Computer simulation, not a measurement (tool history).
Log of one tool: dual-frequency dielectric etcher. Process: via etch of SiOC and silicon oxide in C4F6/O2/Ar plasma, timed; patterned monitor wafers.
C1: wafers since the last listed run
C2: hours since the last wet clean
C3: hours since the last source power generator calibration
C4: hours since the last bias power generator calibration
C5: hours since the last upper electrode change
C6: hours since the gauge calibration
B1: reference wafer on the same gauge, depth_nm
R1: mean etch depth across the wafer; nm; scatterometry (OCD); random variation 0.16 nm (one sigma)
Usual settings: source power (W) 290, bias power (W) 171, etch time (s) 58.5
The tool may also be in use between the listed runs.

{"run": 1, "day": 0.0, "source power (W)": 290, "bias power (W)": 171, "etch time (s)": 52.0, "C1": 0, "C2": 0.5, "C3": 2014.2, "C4": 4184.9, "C5": 969.1, "C6": 1070.0, "B1": 52.5, "R1": 49.8}
{"run": 2, "day": 0.767, "source power (W)": 290, "bias power (W)": 143, "etch time (s)": 58.5, "C1": 183, "C2": 18.9, "C3": 2032.6, "C4": 4203.3, "C5": 987.5, "C6": 1088.4, "B1": 52.4, "R1": 53.1}
{"run": 3, "day": 2.388, "source power (W)": 290, "bias power (W)": 143, "etch time (s)": 58.5, "C1": 388, "C2": 57.8, "C3": 2071.5, "C4": 4242.2, "C5": 1026.4, "C6": 1127.3, "B1": 52.5, "R1": 53.3}
{"run": 4, "day": 3.388, "source power (W)": 310, "bias power (W)": 171, "etch time (s)": 58.5, "C1": 239, "C2": 81.8, "C3": 2095.5, "C4": 4266.2, "C5": 1050.4, "C6": 1151.3, "B1": 52.5, "R1": 57.2}
{"run": 5, "day": 6.225, "source power (W)": 310, "bias power (W)": 171, "etch time (s)": 58.5, "C1": 679, "C2": 149.9, "C3": 2163.6, "C4": 4334.3, "C5": 1118.5, "C6": 1219.4, "B1": 52.6, "R1": 57.6}
{"day": 11.354, "done": "source power generator calibrated"}
{"run": 6, "day": 15.021, "source power (W)": 310, "bias power (W)": 171, "etch time (s)": 58.5, "C1": 2065, "C2": 361.0, "C3": 88.0, "C4": 4545.4, "C5": 1329.6, "C6": 1430.5, "B1": 52.6, "R1": 57.5}
{"day": 16.467, "done": "wet clean of the chamber"}
{"run": 7, "day": 17.429, "source power (W)": 290, "bias power (W)": 171, "etch time (s)": 58.5, "C1": 337, "C2": 23.1, "C3": 145.8, "C4": 4603.2, "C5": 1387.4, "C6": 1488.3, "B1": 52.7, "R1": 56.0}
{"run": 8, "day": 19.388, "source power (W)": 290, "bias power (W)": 171, "etch time (s)": 58.5, "C1": 468, "C2": 70.1, "C3": 192.8, "C4": 4650.2, "C5": 1434.4, "C6": 1535.3, "B1": 52.7, "R1": 56.0}
{"run": 9, "day": 22.112, "source power (W)": 290, "bias power (W)": 171, "etch time (s)": 75.0, "C1": 652, "C2": 135.5, "C3": 258.2, "C4": 4715.6, "C5": 1499.8, "C6": 1600.7, "B1": 52.7, "R1": 72.1}
{"run": 10, "day": 23.962, "source power (W)": 310, "bias power (W)": 171, "etch time (s)": 74.5, "C1": 442, "C2": 179.9, "C3": 302.6, "C4": 4760.0, "C5": 1544.2, "C6": 1645.1, "B1": 52.7, "R1": 73.0}
{"run": 11, "day": 25.575, "source power (W)": 290, "bias power (W)": 171, "etch time (s)": 58.5, "C1": 386, "C2": 218.6, "C3": 341.3, "C4": 4798.7, "C5": 1582.9, "C6": 1683.8, "B1": 52.7, "R1": 56.2}
{"run": 12, "day": 30.738, "source power (W)": 290, "bias power (W)": 213, "etch time (s)": 58.5, "C1": 1235, "C2": 342.5, "C3": 465.2, "C4": 4922.6, "C5": 1706.8, "C6": 1807.7, "B1": 52.8, "R1": 60.1}
{"day": 33.321, "done": "wet clean of the chamber"}
{"run": 13, "day": 33.342, "source power (W)": 240, "bias power (W)": 151, "etch time (s)": 58.5, "C1": 384, "C2": 0.5, "C3": 527.7, "C4": 4985.1, "C5": 1769.3, "C6": 1870.2, "B1": 52.7, "R1": 50.3}
{"run": 14, "day": 33.65, "source power (W)": 330, "bias power (W)": 171, "etch time (s)": 52.5, "C1": 73, "C2": 7.9, "C3": 535.1, "C4": 4992.5, "C5": 1776.7, "C6": 1877.6, "B1": 52.8, "R1": 52.9}
{"run": 15, "day": 34.65, "source power (W)": 310, "bias power (W)": 171, "etch time (s)": 45.0, "C1": 239, "C2": 31.9, "C3": 559.1, "C4": 5016.5, "C5": 1800.7, "C6": 1901.6, "B1": 52.8, "R1": 44.5}
{"run": 16, "day": 35.9, "source power (W)": 260, "bias power (W)": 196, "etch time (s)": 49.5, "C1": 299, "C2": 61.9, "C3": 589.1, "C4": 5046.5, "C5": 1830.7, "C6": 1931.6, "B1": 52.8, "R1": 47.5}
{"run": 17, "day": 38.567, "source power (W)": 290, "bias power (W)": 171, "etch time (s)": 58.5, "C1": 638, "C2": 125.9, "C3": 653.1, "C4": 5110.5, "C5": 1894.7, "C6": 1995.6, "B1": 52.8, "R1": 56.2}
{"run": 18, "day": 40.575, "source power (W)": 290, "bias power (W)": 171, "etch time (s)": 58.5, "C1": 480, "C2": 174.1, "C3": 701.3, "C4": 5158.7, "C5": 1942.9, "C6": 2043.8, "B1": 52.8, "R1": 56.4}
{"run": 19, "day": 41.896, "source power (W)": 230, "bias power (W)": 148, "etch time (s)": 71.0, "C1": 316, "C2": 205.8, "C3": 733.0, "C4": 5190.4, "C5": 1974.6, "C6": 2075.5, "B1": 52.8, "R1": 60.0}
{"day": 46.638, "done": "bias power generator calibrated"}
{"day": 48.05, "done": "gauge calibrated"}
{"day": 48.546, "done": "upper electrode replaced"}
{"run": 20, "day": 50.617, "source power (W)": 290, "bias power (W)": 171, "etch time (s)": 52.0, "C1": 1808, "C2": 415.1, "C3": 942.3, "C4": 95.5, "C5": 49.7, "C6": 61.6, "B1": 51.2, "R1": 48.3}
{"day": 52.229, "done": "wet clean of the chamber"}
{"run": 21, "day": 53.65, "source power (W)": 340, "bias power (W)": 171, "etch time (s)": 74.0, "C1": 486, "C2": 34.1, "C3": 1015.1, "C4": 168.3, "C5": 122.5, "C6": 134.4, "B1": 51.4, "R1": 73.5}
{"run": 22, "day": 54.829, "source power (W)": 290, "bias power (W)": 171, "etch time (s)": 58.5, "C1": 282, "C2": 62.4, "C3": 1043.4, "C4": 196.6, "C5": 150.8, "C6": 162.7, "B1": 51.4, "R1": 55.2}
{"run": 23, "day": 56.662, "source power (W)": 290, "bias power (W)": 171, "etch time (s)": 58.5, "C1": 438, "C2": 106.4, "C3": 1087.4, "C4": 240.6, "C5": 194.8, "C6": 206.7, "B1": 51.5, "R1": 55.2}
{"run": 24, "day": 57.746, "source power (W)": 290, "bias power (W)": 211, "etch time (s)": 58.5, "C1": 259, "C2": 132.4, "C3": 1113.4, "C4": 266.6, "C5": 220.8, "C6": 232.7, "B1": 51.5, "R1": 58.4}
{"run": 25, "day": 60.579, "source power (W)": 320, "bias power (W)": 209, "etch time (s)": 71.0, "C1": 678, "C2": 200.4, "C3": 1181.4, "C4": 334.6, "C5": 288.8, "C6": 300.7, "B1": 51.6, "R1": 74.0}
{"run": 26, "day": 62.362, "source power (W)": 290, "bias power (W)": 147, "etch time (s)": 58.5, "C1": 426, "C2": 243.2, "C3": 1224.2, "C4": 377.4, "C5": 331.6, "C6": 343.5, "B1": 51.7, "R1": 52.8}
{"run": 27, "day": 64.262, "source power (W)": 230, "bias power (W)": 201, "etch time (s)": 46.5, "C1": 454, "C2": 288.8, "C3": 1269.8, "C4": 423.0, "C5": 377.2, "C6": 389.1, "B1": 51.8, "R1": 41.9}
{"run": 28, "day": 65.375, "source power (W)": 260, "bias power (W)": 183, "etch time (s)": 64.5, "C1": 266, "C2": 315.5, "C3": 1296.5, "C4": 449.7, "C5": 403.9, "C6": 415.8, "B1": 51.8, "R1": 59.7}
{"run": 29, "day": 67.392, "source power (W)": 290, "bias power (W)": 193, "etch time (s)": 66.5, "C1": 482, "C2": 363.9, "C3": 1344.9, "C4": 498.1, "C5": 452.3, "C6": 464.2, "B1": 51.9, "R1": 65.2}

How the hidden state differs across the entries between the runs, from the last listed run before each to the first after it:
Between runs 5 and 6: source power generator calibrated (day 11.354)
  gauge reads high (%): 2.82 -> 3.01
  measured less the result without the state, R1: +1.5 -> +1.7 nm
Between runs 6 and 7: wet clean of the chamber (day 16.467)
  gauge reads high (%): 3.01 -> 3.05
  measured less the result without the state, R1: +1.7 -> +1.6 nm
Between runs 12 and 13: wet clean of the chamber (day 33.321)
  gauge reads high (%): 3.25 -> 3.28
  measured less the result without the state, R1: +1.9 -> +1.6 nm
Between runs 19 and 20: bias power generator calibrated (day 46.638); gauge calibrated (day 48.050); upper electrode replaced (day 48.546)
  gauge reads high (%): 3.36 -> 0.244
  measured less the result without the state, R1: +2.0 -> +0.1 nm
Between runs 20 and 21: wet clean of the chamber (day 52.229)
  gauge reads high (%): 0.244 -> 0.523
  measured less the result without the state, R1: +0.1 -> +0.3 nm
